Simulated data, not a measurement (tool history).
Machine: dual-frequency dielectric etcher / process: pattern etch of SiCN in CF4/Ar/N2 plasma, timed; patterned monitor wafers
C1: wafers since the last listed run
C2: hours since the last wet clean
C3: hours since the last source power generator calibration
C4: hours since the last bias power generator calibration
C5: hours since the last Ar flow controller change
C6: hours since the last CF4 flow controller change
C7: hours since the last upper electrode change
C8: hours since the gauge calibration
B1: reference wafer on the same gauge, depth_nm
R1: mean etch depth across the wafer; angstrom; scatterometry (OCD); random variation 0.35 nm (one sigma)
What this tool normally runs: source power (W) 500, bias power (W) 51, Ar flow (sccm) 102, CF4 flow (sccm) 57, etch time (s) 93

run 1 hour=0 | source_power_(W)=500 bias_power_(W)=51 Ar_flow_(sccm)=102 CF4_flow_(sccm)=57 etch_time_(s)=66 | C1=0 C2=155.3 C3=2020.9 C4=132.2 C5=319.3 C6=132 C7=248.1 C8=902.3 | B1=63.3 | R1=505
run 2 hour=33.5 | source_power_(W)=500 bias_power_(W)=44 Ar_flow_(sccm)=102 CF4_flow_(sccm)=67 etch_time_(s)=93 | C1=308 C2=188.8 C3=2054.4 C4=165.7 C5=352.8 C6=165.5 C7=281.6 C8=935.8 | B1=63.3 | R1=683
run 3 hour=58.8 | source_power_(W)=500 bias_power_(W)=57 Ar_flow_(sccm)=102 CF4_flow_(sccm)=57 etch_time_(s)=75.5 | C1=232 C2=214.1 C3=2079.7 C4=191 C5=378.1 C6=190.8 C7=306.9 C8=961.1 | B1=63.3 | R1=613
run 4 hour=86 | source_power_(W)=500 bias_power_(W)=51 Ar_flow_(sccm)=121 CF4_flow_(sccm)=67 etch_time_(s)=93 | C1=250 C2=241.3 C3=2106.9 C4=218.2 C5=405.3 C6=218 C7=334.1 C8=988.3 | B1=63.3 | R1=706
-- hour=109.5 source power generator calibrated
run 5 hour=115.4 | source_power_(W)=500 bias_power_(W)=51 Ar_flow_(sccm)=102 CF4_flow_(sccm)=48 etch_time_(s)=93 | C1=233 C2=270.7 C3=5.9 C4=247.6 C5=434.7 C6=247.4 C7=363.5 C8=1017.7 | B1=63.3 | R1=670
run 6 hour=145.4 | source_power_(W)=500 bias_power_(W)=51 Ar_flow_(sccm)=102 CF4_flow_(sccm)=57 etch_time_(s)=73.5 | C1=276 C2=300.7 C3=35.9 C4=277.6 C5=464.7 C6=277.4 C7=393.5 C8=1047.7 | B1=63.5 | R1=555
-- hour=161.8 gauge calibrated
run 7 hour=168.1 | source_power_(W)=500 bias_power_(W)=51 Ar_flow_(sccm)=102 CF4_flow_(sccm)=57 etch_time_(s)=93 | C1=208 C2=323.4 C3=58.6 C4=300.3 C5=487.4 C6=300.1 C7=416.2 C8=6.3 | B1=63.2 | R1=700
-- hour=200 wet clean of the chamber
run 8 hour=200.5 | source_power_(W)=500 bias_power_(W)=51 Ar_flow_(sccm)=92 CF4_flow_(sccm)=57 etch_time_(s)=72 | C1=77 C2=0.5 C3=91 C4=332.7 C5=519.8 C6=332.5 C7=448.6 C8=38.7 | B1=63.3 | R1=575
run 9 hour=222.5 | source_power_(W)=500 bias_power_(W)=51 Ar_flow_(sccm)=102 CF4_flow_(sccm)=57 etch_time_(s)=93 | C1=202 C2=22.5 C3=113 C4=354.7 C5=541.8 C6=354.5 C7=470.6 C8=60.7 | B1=63.2 | R1=721
run 10 hour=239.3 | source_power_(W)=500 bias_power_(W)=51 Ar_flow_(sccm)=102 CF4_flow_(sccm)=57 etch_time_(s)=81.5 | C1=154 C2=39.3 C3=129.8 C4=371.5 C5=558.6 C6=371.3 C7=487.4 C8=77.5 | B1=63.4 | R1=627
run 11 hour=261.2 | source_power_(W)=500 bias_power_(W)=59 Ar_flow_(sccm)=102 CF4_flow_(sccm)=52 etch_time_(s)=93 | C1=201 C2=61.2 C3=151.7 C4=393.4 C5=580.5 C6=393.2 C7=509.3 C8=99.4 | B1=63.3 | R1=762
run 12 hour=275 | source_power_(W)=500 bias_power_(W)=51 Ar_flow_(sccm)=102 CF4_flow_(sccm)=57 etch_time_(s)=99 | C1=127 C2=75 C3=165.5 C4=407.2 C5=594.3 C6=407 C7=523.1 C8=113.2 | B1=63.1 | R1=766
run 13 hour=294.8 | source_power_(W)=500 bias_power_(W)=51 Ar_flow_(sccm)=83 CF4_flow_(sccm)=57 etch_time_(s)=81 | C1=182 C2=94.8 C3=185.3 C4=427 C5=614.1 C6=426.8 C7=542.9 C8=133 | B1=63.3 | R1=658
run 14 hour=326.1 | source_power_(W)=500 bias_power_(W)=43 Ar_flow_(sccm)=102 CF4_flow_(sccm)=57 etch_time_(s)=93 | C1=288 C2=126.1 C3=216.6 C4=458.3 C5=645.4 C6=458.1 C7=574.2 C8=164.3 | B1=63.3 | R1=649
run 15 hour=340 | source_power_(W)=500 bias_power_(W)=51 Ar_flow_(sccm)=102 CF4_flow_(sccm)=57 etch_time_(s)=93 | C1=127 C2=140 C3=230.5 C4=472.2 C5=659.3 C6=472 C7=588.1 C8=178.2 | B1=63.3 | R1=717
run 16 hour=374.1 | source_power_(W)=500 bias_power_(W)=51 Ar_flow_(sccm)=102 CF4_flow_(sccm)=57 etch_time_(s)=93 | C1=313 C2=174.1 C3=264.6 C4=506.3 C5=693.4 C6=506.1 C7=622.2 C8=212.3 | B1=63.2 | R1=704
run 17 hour=393.4 | source_power_(W)=500 bias_power_(W)=51 Ar_flow_(sccm)=102 CF4_flow_(sccm)=57 etch_time_(s)=93 | C1=177 C2=193.4 C3=283.9 C4=525.6 C5=712.7 C6=525.4 C7=641.5 C8=231.6 | B1=63.3 | R1=710
run 18 hour=424.4 | source_power_(W)=500 bias_power_(W)=64 Ar_flow_(sccm)=102 CF4_flow_(sccm)=52 etch_time_(s)=93 | C1=285 C2=224.4 C3=314.9 C4=556.6 C5=743.7 C6=556.4 C7=672.5 C8=262.6 | B1=63.3 | R1=771
run 19 hour=437.6 | source_power_(W)=500 bias_power_(W)=59 Ar_flow_(sccm)=80 CF4_flow_(sccm)=45 etch_time_(s)=93 | C1=121 C2=237.6 C3=328.1 C4=569.8 C5=756.9 C6=569.6 C7=685.7 C8=275.8 | B1=63.4 | R1=761
run 20 hour=459 | source_power_(W)=570 bias_power_(W)=51 Ar_flow_(sccm)=102 CF4_flow_(sccm)=57 etch_time_(s)=93 | C1=196 C2=259 C3=349.5 C4=591.2 C5=778.3 C6=591 C7=707.1 C8=297.2 | B1=63.3 | R1=794
run 21 hour=490 | source_power_(W)=570 bias_power_(W)=60 Ar_flow_(sccm)=122 CF4_flow_(sccm)=53 etch_time_(s)=93 | C1=285 C2=290 C3=380.5 C4=622.2 C5=809.3 C6=622 C7=738.1 C8=328.2 | B1=63.4 | R1=793

Consider 5 possible next runs. They are alternatives, not a sequence: every one starts from the tool as it was left by run 21. What does each give?
run A hour=490.4 | source_power_(W)=500 bias_power_(W)=51 Ar_flow_(sccm)=102 CF4_flow_(sccm)=57 etch_time_(s)=93 | C1=3 C2=290.4 C3=380.9 C4=622.6 C5=809.7 C6=622.4 C7=738.5 C8=328.6 | B1=? | R1=?
run B hour=490.4 | source_power_(W)=500 bias_power_(W)=45 Ar_flow_(sccm)=102 CF4_flow_(sccm)=57 etch_time_(s)=93 | C1=3 C2=290.4 C3=380.9 C4=622.6 C5=809.7 C6=622.4 C7=738.5 C8=328.6 | B1=? | R1=?
run C hour=490.4 | source_power_(W)=460 bias_power_(W)=51 Ar_flow_(sccm)=102 CF4_flow_(sccm)=48 etch_time_(s)=93 | C1=3 C2=290.4 C3=380.9 C4=622.6 C5=809.7 C6=622.4 C7=738.5 C8=328.6 | B1=? | R1=?
run D hour=490.4 | source_power_(W)=580 bias_power_(W)=46 Ar_flow_(sccm)=77 CF4_flow_(sccm)=57 etch_time_(s)=117.5 | C1=3 C2=290.4 C3=380.9 C4=622.6 C5=809.7 C6=622.4 C7=738.5 C8=328.6 | B1=? | R1=?
run E hour=490.4 | source_power_(W)=500 bias_power_(W)=51 Ar_flow_(sccm)=109 CF4_flow_(sccm)=57 etch_time_(s)=93 | C1=3 C2=290.4 C3=380.9 C4=622.6 C5=809.7 C6=622.4 C7=738.5 C8=328.6 | B1=? | R1=?

run=A B1=63.3 R1=703
run=B B1=63.3 R1=656
run=C B1=63.3 R1=619
run=D B1=63.3 R1=1048
run=E B1=63.3 R1=689
The same runs, with their run-to-run variation unchanged, on a tool lacking any hidden condition would have given:
run=A R1=735
run=B R1=687
run=C R1=648
run=D R1=1095
run=E R1=721
